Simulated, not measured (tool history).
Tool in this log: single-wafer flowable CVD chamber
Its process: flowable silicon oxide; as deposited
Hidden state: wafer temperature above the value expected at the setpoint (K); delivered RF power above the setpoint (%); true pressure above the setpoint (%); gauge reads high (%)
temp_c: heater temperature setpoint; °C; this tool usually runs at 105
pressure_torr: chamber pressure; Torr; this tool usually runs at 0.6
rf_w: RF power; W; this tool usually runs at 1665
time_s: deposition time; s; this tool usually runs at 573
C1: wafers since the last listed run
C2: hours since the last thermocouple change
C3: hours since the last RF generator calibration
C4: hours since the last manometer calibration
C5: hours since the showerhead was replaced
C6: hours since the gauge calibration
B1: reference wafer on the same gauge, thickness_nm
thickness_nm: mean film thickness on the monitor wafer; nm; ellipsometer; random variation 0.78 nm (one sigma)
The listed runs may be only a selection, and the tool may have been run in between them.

{"run": 1, "hour": 0.0, "temp_c": 112, "pressure_torr": 0.6, "rf_w": 1665, "time_s": 573, "C1": 0, "C2": 2488.8, "C3": 1928.4, "C4": 2196, "C5": 3920.3, "C6": 232.2, "B1": 161.007, "thickness_nm": 180.259}
{"hour": 10.9, "done": "gauge calibrated"}
{"run": 2, "hour": 15.7, "temp_c": 112, "pressure_torr": 0.6, "rf_w": 1665, "time_s": 573, "C1": 67, "C2": 2504.5, "C3": 1944.1, "C4": 2211.7, "C5": 3936, "C6": 4.8, "B1": 160.926, "thickness_nm": 181.464}
{"run": 3, "hour": 22.5, "temp_c": 112, "pressure_torr": 0.6, "rf_w": 1665, "time_s": 573, "C1": 29, "C2": 2511.3, "C3": 1950.9, "C4": 2218.5, "C5": 3942.8, "C6": 11.6, "B1": 161.014, "thickness_nm": 180.794}
{"run": 4, "hour": 29.1, "temp_c": 105, "pressure_torr": 0.6, "rf_w": 1665, "time_s": 573, "C1": 28, "C2": 2517.9, "C3": 1957.5, "C4": 2225.1, "C5": 3949.4, "C6": 18.2, "B1": 161.006, "thickness_nm": 223.205}
{"run": 5, "hour": 46.7, "temp_c": 105, "pressure_torr": 0.6, "rf_w": 1665, "time_s": 573, "C1": 76, "C2": 2535.5, "C3": 1975.1, "C4": 2242.7, "C5": 3967, "C6": 35.8, "B1": 161.299, "thickness_nm": 222.616}
{"run": 6, "hour": 60.8, "temp_c": 105, "pressure_torr": 0.6, "rf_w": 1665, "time_s": 573, "C1": 61, "C2": 2549.6, "C3": 1989.2, "C4": 2256.8, "C5": 3981.1, "C6": 49.9, "B1": 161.307, "thickness_nm": 223.395}
{"run": 7, "hour": 70.7, "temp_c": 105, "pressure_torr": 0.6, "rf_w": 1665, "time_s": 573, "C1": 42, "C2": 2559.5, "C3": 1999.1, "C4": 2266.7, "C5": 3991, "C6": 59.8, "B1": 161.133, "thickness_nm": 223.969}
{"run": 8, "hour": 88.0, "temp_c": 105, "pressure_torr": 0.6, "rf_w": 1665, "time_s": 573, "C1": 74, "C2": 2576.8, "C3": 2016.4, "C4": 2284, "C5": 4008.3, "C6": 77.1, "B1": 161.266, "thickness_nm": 223.769}
{"run": 9, "hour": 97.7, "temp_c": 105, "pressure_torr": 0.6, "rf_w": 1665, "time_s": 573, "C1": 42, "C2": 2586.5, "C3": 2026.1, "C4": 2293.7, "C5": 4018, "C6": 86.8, "B1": 161.05, "thickness_nm": 221.721}
{"run": 10, "hour": 105.8, "temp_c": 105, "pressure_torr": 0.6, "rf_w": 1665, "time_s": 573, "C1": 35, "C2": 2594.6, "C3": 2034.2, "C4": 2301.8, "C5": 4026.1, "C6": 94.9, "B1": 160.947, "thickness_nm": 224.262}
{"run": 11, "hour": 119.2, "temp_c": 105, "pressure_torr": 0.6, "rf_w": 1665, "time_s": 573, "C1": 58, "C2": 2608, "C3": 2047.6, "C4": 2315.2, "C5": 4039.5, "C6": 108.3, "B1": 161.115, "thickness_nm": 223.557}
{"run": 12, "hour": 131.8, "temp_c": 105, "pressure_torr": 0.6, "rf_w": 1755, "time_s": 543, "C1": 54, "C2": 2620.6, "C3": 2060.2, "C4": 2327.8, "C5": 4052.1, "C6": 120.9, "B1": 160.829, "thickness_nm": 213.398}
{"run": 13, "hour": 140.3, "temp_c": 93, "pressure_torr": 0.6, "rf_w": 1665, "time_s": 666, "C1": 36, "C2": 2629.1, "C3": 2068.7, "C4": 2336.3, "C5": 4060.6, "C6": 129.4, "B1": 161.086, "thickness_nm": 369.02}
{"run": 14, "hour": 147.1, "temp_c": 98, "pressure_torr": 0.712, "rf_w": 1665, "time_s": 573, "C1": 29, "C2": 2635.9, "C3": 2075.5, "C4": 2343.1, "C5": 4067.4, "C6": 136.2, "B1": 161.058, "thickness_nm": 325.044}
{"run": 15, "hour": 158.7, "temp_c": 114, "pressure_torr": 0.6, "rf_w": 1960, "time_s": 573, "C1": 50, "C2": 2647.5, "C3": 2087.1, "C4": 2354.7, "C5": 4079, "C6": 147.8, "B1": 161.12, "thickness_nm": 176.943}
{"hour": 167.5, "done": "RF generator calibrated"}
{"hour": 167.7, "done": "capacitance manometer re-zeroed and calibrated"}
{"hour": 169.2, "done": "showerhead replaced, of another model than before"}
{"hour": 187.8, "done": "thermocouple changed; heater temperature recalibrated"}
{"run": 16, "hour": 188.3, "temp_c": 119, "pressure_torr": 0.6, "rf_w": 1665, "time_s": 529, "C1": 51, "C2": 0.5, "C3": 20.8, "C4": 20.6, "C5": 19.1, "C6": 177.4, "B1": 160.717, "thickness_nm": 115.463}
{"run": 17, "hour": 236.5, "temp_c": 105, "pressure_torr": 0.52, "rf_w": 1440, "time_s": 626, "C1": 208, "C2": 48.7, "C3": 69, "C4": 68.8, "C5": 67.3, "C6": 225.6, "B1": 160.683, "thickness_nm": 172.471}
{"hour": 268.9, "done": "gauge calibrated"}
{"run": 18, "hour": 290.1, "temp_c": 101, "pressure_torr": 0.711, "rf_w": 1550, "time_s": 514, "C1": 232, "C2": 102.3, "C3": 122.6, "C4": 122.4, "C5": 120.9, "C6": 21.2, "B1": 161.115, "thickness_nm": 211.381}
{"run": 19, "hour": 303.6, "temp_c": 105, "pressure_torr": 0.6, "rf_w": 1665, "time_s": 655, "C1": 58, "C2": 115.8, "C3": 136.1, "C4": 135.9, "C5": 134.4, "C6": 34.7, "B1": 161.353, "thickness_nm": 214.795}
{"run": 20, "hour": 315.2, "temp_c": 105, "pressure_torr": 0.6, "rf_w": 1990, "time_s": 679, "C1": 50, "C2": 127.4, "C3": 147.7, "C4": 147.5, "C5": 146, "C6": 46.3, "B1": 160.825, "thickness_nm": 236.484}
{"run": 21, "hour": 325.3, "temp_c": 105, "pressure_torr": 0.6, "rf_w": 1665, "time_s": 573, "C1": 43, "C2": 137.5, "C3": 157.8, "C4": 157.6, "C5": 156.1, "C6": 56.4, "B1": 160.996, "thickness_nm": 190.196}
{"run": 22, "hour": 341.3, "temp_c": 119, "pressure_torr": 0.673, "rf_w": 1370, "time_s": 666, "C1": 69, "C2": 153.5, "C3": 173.8, "C4": 173.6, "C5": 172.1, "C6": 72.4, "B1": 161.013, "thickness_nm": 152.041}
{"run": 23, "hour": 351.9, "temp_c": 105, "pressure_torr": 0.6, "rf_w": 1580, "time_s": 573, "C1": 45, "C2": 164.1, "C3": 184.4, "C4": 184.2, "C5": 182.7, "C6": 83, "B1": 161.078, "thickness_nm": 187.295}
{"run": 24, "hour": 365.4, "temp_c": 105, "pressure_torr": 0.521, "rf_w": 1665, "time_s": 573, "C1": 58, "C2": 177.6, "C3": 197.9, "C4": 197.7, "C5": 196.2, "C6": 96.5, "B1": 160.938, "thickness_nm": 171.709}
{"run": 25, "hour": 377.6, "temp_c": 112, "pressure_torr": 0.6, "rf_w": 1665, "time_s": 573, "C1": 52, "C2": 189.8, "C3": 210.1, "C4": 209.9, "C5": 208.4, "C6": 108.7, "B1": 161.157, "thickness_nm": 155.933}

4 options for the next run, each taken on its own from the tool as it stands now. Forecast them:
{"run": "A", "hour": 378.2, "temp_c": 105, "pressure_torr": 0.6, "rf_w": 1665, "time_s": 573, "C1": 2, "C2": 190.4, "C3": 210.7, "C4": 210.5, "C5": 209, "C6": 109.3, "B1": "?", "thickness_nm": "?"}
{"run": "B", "hour": 378.2, "temp_c": 94, "pressure_torr": 0.727, "rf_w": 1485, "time_s": 459, "C1": 2, "C2": 190.4, "C3": 210.7, "C4": 210.5, "C5": 209, "C6": 109.3, "B1": "?", "thickness_nm": "?"}
{"run": "C", "hour": 378.2, "temp_c": 113, "pressure_torr": 0.6, "rf_w": 1965, "time_s": 673, "C1": 2, "C2": 190.4, "C3": 210.7, "C4": 210.5, "C5": 209, "C6": 109.3, "B1": "?", "thickness_nm": "?"}
{"run": "D", "hour": 378.2, "temp_c": 94, "pressure_torr": 0.538, "rf_w": 1380, "time_s": 573, "C1": 2, "C2": 190.4, "C3": 210.7, "C4": 210.5, "C5": 209, "C6": 109.3, "B1": "?", "thickness_nm": "?"}

run=A B1=160.9 thickness_nm=191.392
run=B B1=160.9 thickness_nm=236.057
run=C B1=160.9 thickness_nm=187.497
run=D B1=160.9 thickness_nm=225.145
With no hidden state in the tool, these same runs would have given:
run=A thickness_nm=189.407
run=B thickness_nm=233.625
run=C thickness_nm=185.67
run=D thickness_nm=222.826

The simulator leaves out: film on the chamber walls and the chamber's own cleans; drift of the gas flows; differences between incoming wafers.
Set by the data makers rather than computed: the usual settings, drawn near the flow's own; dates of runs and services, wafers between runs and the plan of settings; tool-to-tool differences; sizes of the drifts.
